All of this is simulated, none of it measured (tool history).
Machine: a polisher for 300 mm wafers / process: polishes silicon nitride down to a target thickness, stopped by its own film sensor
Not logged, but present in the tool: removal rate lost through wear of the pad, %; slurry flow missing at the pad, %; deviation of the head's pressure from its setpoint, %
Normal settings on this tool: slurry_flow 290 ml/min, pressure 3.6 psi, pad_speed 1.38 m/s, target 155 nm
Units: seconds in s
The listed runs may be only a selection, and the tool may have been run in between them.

run    hour  slurry_flow  pressure  pad_speed  target  wafers since the last listed run  wafers polished on this pad  hours since the slurry nozzle was cleaned  hours since the head pressure was calibrated  incoming thickness of the incoming film, nm  seconds
  1       0          290       2.8       1.38     155                                 0                         2410                                      112.3                                         182.4                                        404.5      138
        7.6  -- worn pad replaced by a new one
  2    60.1          290       2.8       1.38     155                               528                          493                                      172.4                                         242.5                                        406.5    136.7
  3   110.8          290       3.6       1.38     155                               477                          970                                      223.1                                         293.2                                        411.6    109.1
  4   166.5          290       3.6       1.38     155                               524                         1495                                      278.8                                         348.9                                        409.5    107.6
  5   209.6          265       3.6       1.16     155                               405                         1901                                      321.9                                           392                                          411    125.5
      283.1  -- worn pad replaced by a new one
  6   283.6          265       3.6       1.38      88                               658                            4                                      395.9                                           466                                          410      135
  7   383.9          325       4.4       1.38     155                               944                          948                                      496.2                                         566.3                                          408     85.2
  8   431.2          290       3.6       1.38     155                               445                         1393                                      543.5                                         613.6                                        416.2    108.4
  9   517.3          290       3.6       1.38     155                               810                         2204                                      629.6                                         699.7                                        409.9    102.5
      525.4  -- worn pad replaced by a new one
      540.1  -- head pressure recalibrated
 10   592.5          325       4.4       1.38     205                               651                          612                                      704.8                                          52.4                                        409.9     72.2
 11   689.5          290       3.6       1.38     155                               913                         1525                                      801.8                                         149.4                                        406.6      108
      703.8  -- slurry nozzle cleaned
      742.6  -- worn pad replaced by a new one
 12     783          340       4.3        1.2      86                               833                          380                                       79.2                                         242.9                                        410.3      125
 13     882          290       3.6       1.38     155                               931                         1312                                      178.2                                         341.9                                          406    105.3
 14   934.3          225       3.6       1.38      81                               492                         1804                                      230.5                                         394.2                                        410.1    142.7
      988.9  -- worn pad replaced by a new one
 15  1029.2          290       3.6       1.38     155                               855                          379                                      325.4                                         489.1                                        402.6    104.7
 16  1120.6          265       3.6       1.16     155                               860                         1240                                      416.8                                         580.5                                        402.1    119.9
     1134.4  -- head pressure recalibrated
 17  1157.3          290       4.5       1.38     155                               326                         1566                                      453.5                                          22.9                                        407.9     86.6
 18    1195          325       3.6       1.06      88                               354                         1921                                      491.2                                          60.6                                        413.7    171.8
 19  1237.4          290       4.7       1.64     199                               399                         2320                                      533.6                                           103                                        408.4     59.8

Alternative continuations, all from the tool just after run 19; predict every row:
  A  1237.8          290       3.6       1.38     155                                 3                         2324                                        534                                         103.4                                        409.6        ?
  B  1237.8          320       4.6       1.18     190                                 3                         2324                                        534                                         103.4                                        409.6        ?
  C  1237.8          290       2.5       1.54     155                                 3                         2324                                        534                                         103.4                                        409.6        ?
  D  1237.8          195       4.3       1.38     155                                 3                         2324                                        534                                         103.4                                        409.6        ?
  E  1237.8          290       3.6       1.38      85                                 3                         2324                                        534                                         103.4                                        409.6        ?

run  seconds
  A    110.2
  B     83.5
  C    145.3
  D     97.1
  E    140.4
Had the tool no hidden state, the same runs would have come out as:
run  seconds
  A    112.1
  B       85
  C    147.9
  D     98.9
  E      143
